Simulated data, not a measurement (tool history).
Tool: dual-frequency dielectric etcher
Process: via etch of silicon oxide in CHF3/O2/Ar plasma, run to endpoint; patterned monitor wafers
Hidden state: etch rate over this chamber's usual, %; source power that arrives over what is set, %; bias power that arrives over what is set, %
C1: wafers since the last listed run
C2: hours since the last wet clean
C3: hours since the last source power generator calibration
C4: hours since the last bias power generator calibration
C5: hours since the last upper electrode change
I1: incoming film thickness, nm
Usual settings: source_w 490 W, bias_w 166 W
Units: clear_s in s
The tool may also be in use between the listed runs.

{"run": 1, "hour": 0.0, "source_w": 490, "bias_w": 139, "C1": 0, "C2": 243.4, "C3": 3982.3, "C4": 3532.4, "C5": 3357.2, "I1": 629.1, "clear_s": 353.4}
{"run": 2, "hour": 26.0, "source_w": 490, "bias_w": 139, "C1": 176, "C2": 269.4, "C3": 4008.3, "C4": 3558.4, "C5": 3383.2, "I1": 622.4, "clear_s": 346.9}
{"run": 3, "hour": 73.1, "source_w": 490, "bias_w": 139, "C1": 320, "C2": 316.5, "C3": 4055.4, "C4": 3605.5, "C5": 3430.3, "I1": 631.1, "clear_s": 352.3}
{"run": 4, "hour": 119.7, "source_w": 490, "bias_w": 166, "C1": 316, "C2": 363.1, "C3": 4102, "C4": 3652.1, "C5": 3476.9, "I1": 619.6, "clear_s": 320.3}
{"run": 5, "hour": 167.3, "source_w": 490, "bias_w": 166, "C1": 323, "C2": 410.7, "C3": 4149.6, "C4": 3699.7, "C5": 3524.5, "I1": 621.8, "clear_s": 324.4}
{"run": 6, "hour": 212.0, "source_w": 490, "bias_w": 166, "C1": 303, "C2": 455.4, "C3": 4194.3, "C4": 3744.4, "C5": 3569.2, "I1": 617, "clear_s": 323.5}
{"run": 7, "hour": 252.5, "source_w": 560, "bias_w": 166, "C1": 275, "C2": 495.9, "C3": 4234.8, "C4": 3784.9, "C5": 3609.7, "I1": 620.7, "clear_s": 314.6}
{"run": 8, "hour": 324.3, "source_w": 460, "bias_w": 166, "C1": 488, "C2": 567.7, "C3": 4306.6, "C4": 3856.7, "C5": 3681.5, "I1": 616.5, "clear_s": 324.2}
{"hour": 363.5, "done": "wet clean of the chamber"}
{"run": 9, "hour": 379.5, "source_w": 460, "bias_w": 166, "C1": 212, "C2": 16, "C3": 4361.8, "C4": 3911.9, "C5": 3736.7, "I1": 624.3, "clear_s": 330.9}
{"hour": 409.7, "done": "source power generator calibrated"}
{"run": 10, "hour": 410.2, "source_w": 490, "bias_w": 166, "C1": 181, "C2": 46.7, "C3": 0.5, "C4": 3942.6, "C5": 3767.4, "I1": 615.6, "clear_s": 320.8}
{"hour": 458.1, "done": "bias power generator calibrated"}
{"run": 11, "hour": 473.3, "source_w": 490, "bias_w": 166, "C1": 401, "C2": 109.8, "C3": 63.6, "C4": 15.2, "C5": 3830.5, "I1": 622.8, "clear_s": 324.9}
{"run": 12, "hour": 507.1, "source_w": 490, "bias_w": 166, "C1": 229, "C2": 143.6, "C3": 97.4, "C4": 49, "C5": 3864.3, "I1": 621.5, "clear_s": 326.2}
{"run": 13, "hour": 538.0, "source_w": 490, "bias_w": 141, "C1": 210, "C2": 174.5, "C3": 128.3, "C4": 79.9, "C5": 3895.2, "I1": 622.8, "clear_s": 347}
{"run": 14, "hour": 609.0, "source_w": 490, "bias_w": 141, "C1": 482, "C2": 245.5, "C3": 199.3, "C4": 150.9, "C5": 3966.2, "I1": 625.9, "clear_s": 348.2}
{"run": 15, "hour": 640.5, "source_w": 490, "bias_w": 166, "C1": 214, "C2": 277, "C3": 230.8, "C4": 182.4, "C5": 3997.7, "I1": 619.3, "clear_s": 322.1}
{"run": 16, "hour": 700.1, "source_w": 490, "bias_w": 140, "C1": 405, "C2": 336.6, "C3": 290.4, "C4": 242, "C5": 4057.3, "I1": 629.2, "clear_s": 351}
{"run": 17, "hour": 725.1, "source_w": 450, "bias_w": 166, "C1": 169, "C2": 361.6, "C3": 315.4, "C4": 267, "C5": 4082.3, "I1": 626.5, "clear_s": 330}
{"run": 18, "hour": 758.6, "source_w": 490, "bias_w": 166, "C1": 227, "C2": 395.1, "C3": 348.9, "C4": 300.5, "C5": 4115.8, "I1": 623, "clear_s": 324.5}
{"hour": 786.1, "done": "upper electrode replaced"}
{"run": 19, "hour": 787.6, "source_w": 390, "bias_w": 155, "C1": 33, "C2": 424.1, "C3": 377.9, "C4": 329.5, "C5": 1.5, "I1": 625, "clear_s": 354.7}
{"run": 20, "hour": 818.6, "source_w": 490, "bias_w": 166, "C1": 210, "C2": 455.1, "C3": 408.9, "C4": 360.5, "C5": 32.5, "I1": 622.1, "clear_s": 327.7}
{"run": 21, "hour": 865.5, "source_w": 530, "bias_w": 183, "C1": 318, "C2": 502, "C3": 455.8, "C4": 407.4, "C5": 79.4, "I1": 614, "clear_s": 300.9}
{"hour": 946.0, "done": "wet clean of the chamber"}
{"run": 22, "hour": 946.5, "source_w": 440, "bias_w": 208, "C1": 387, "C2": 0.5, "C3": 536.8, "C4": 488.4, "C5": 160.4, "I1": 623, "clear_s": 302.9}
{"run": 23, "hour": 960.9, "source_w": 490, "bias_w": 152, "C1": 97, "C2": 14.9, "C3": 551.2, "C4": 502.8, "C5": 174.8, "I1": 614.1, "clear_s": 330}
{"run": 24, "hour": 1018.8, "source_w": 550, "bias_w": 166, "C1": 393, "C2": 72.8, "C3": 609.1, "C4": 560.7, "C5": 232.7, "I1": 625.8, "clear_s": 318.9}
{"run": 25, "hour": 1077.4, "source_w": 490, "bias_w": 166, "C1": 398, "C2": 131.4, "C3": 667.7, "C4": 619.3, "C5": 291.3, "I1": 625.9, "clear_s": 326.4}
{"run": 26, "hour": 1133.1, "source_w": 450, "bias_w": 191, "C1": 378, "C2": 187.1, "C3": 723.4, "C4": 675, "C5": 347, "I1": 618.8, "clear_s": 309}
{"run": 27, "hour": 1176.5, "source_w": 560, "bias_w": 126, "C1": 295, "C2": 230.5, "C3": 766.8, "C4": 718.4, "C5": 390.4, "I1": 619.5, "clear_s": 348.3}
{"run": 28, "hour": 1230.5, "source_w": 490, "bias_w": 166, "C1": 367, "C2": 284.5, "C3": 820.8, "C4": 772.4, "C5": 444.4, "I1": 616, "clear_s": 322.9}
{"run": 29, "hour": 1276.4, "source_w": 490, "bias_w": 166, "C1": 312, "C2": 330.4, "C3": 866.7, "C4": 818.3, "C5": 490.3, "I1": 628.3, "clear_s": 327.5}
{"run": 30, "hour": 1326.5, "source_w": 390, "bias_w": 178, "C1": 340, "C2": 380.5, "C3": 916.8, "C4": 868.4, "C5": 540.4, "I1": 619.8, "clear_s": 331.5}
{"run": 31, "hour": 1370.8, "source_w": 430, "bias_w": 188, "C1": 301, "C2": 424.8, "C3": 961.1, "C4": 912.7, "C5": 584.7, "I1": 622.6, "clear_s": 318.2}
{"run": 32, "hour": 1432.2, "source_w": 490, "bias_w": 166, "C1": 417, "C2": 486.2, "C3": 1022.5, "C4": 974.1, "C5": 646.1, "I1": 621, "clear_s": 325}
{"run": 33, "hour": 1459.1, "source_w": 410, "bias_w": 133, "C1": 182, "C2": 513.1, "C3": 1049.4, "C4": 1001, "C5": 673, "I1": 622.2, "clear_s": 371.2}
{"run": 34, "hour": 1488.9, "source_w": 490, "bias_w": 188, "C1": 202, "C2": 542.9, "C3": 1079.2, "C4": 1030.8, "C5": 702.8, "I1": 615.8, "clear_s": 306}

Forecast each of these 5 alternatives for the next run:
{"run": "A", "hour": 1489.4, "source_w": 380, "bias_w": 166, "C1": 3, "C2": 543.4, "C3": 1079.7, "C4": 1031.3, "C5": 703.3, "I1": 614.7, "clear_s": "?"}
{"run": "B", "hour": 1489.4, "source_w": 520, "bias_w": 177, "C1": 3, "C2": 543.4, "C3": 1079.7, "C4": 1031.3, "C5": 703.3, "I1": 614.7, "clear_s": "?"}
{"run": "C", "hour": 1489.4, "source_w": 380, "bias_w": 204, "C1": 3, "C2": 543.4, "C3": 1079.7, "C4": 1031.3, "C5": 703.3, "I1": 614.7, "clear_s": "?"}
{"run": "D", "hour": 1489.4, "source_w": 580, "bias_w": 166, "C1": 3, "C2": 543.4, "C3": 1079.7, "C4": 1031.3, "C5": 703.3, "I1": 614.7, "clear_s": "?"}
{"run": "E", "hour": 1489.4, "source_w": 490, "bias_w": 151, "C1": 3, "C2": 543.4, "C3": 1079.7, "C4": 1031.3, "C5": 703.3, "I1": 614.7, "clear_s": "?"}

run=A clear_s=339
run=B clear_s=308.6
run=C clear_s=311.9
run=D clear_s=308.5
run=E clear_s=333.3
Without the tool's hidden state the same runs would have given:
run=A clear_s=339
run=B clear_s=308.6
run=C clear_s=311.9
run=D clear_s=308.5
run=E clear_s=333.3

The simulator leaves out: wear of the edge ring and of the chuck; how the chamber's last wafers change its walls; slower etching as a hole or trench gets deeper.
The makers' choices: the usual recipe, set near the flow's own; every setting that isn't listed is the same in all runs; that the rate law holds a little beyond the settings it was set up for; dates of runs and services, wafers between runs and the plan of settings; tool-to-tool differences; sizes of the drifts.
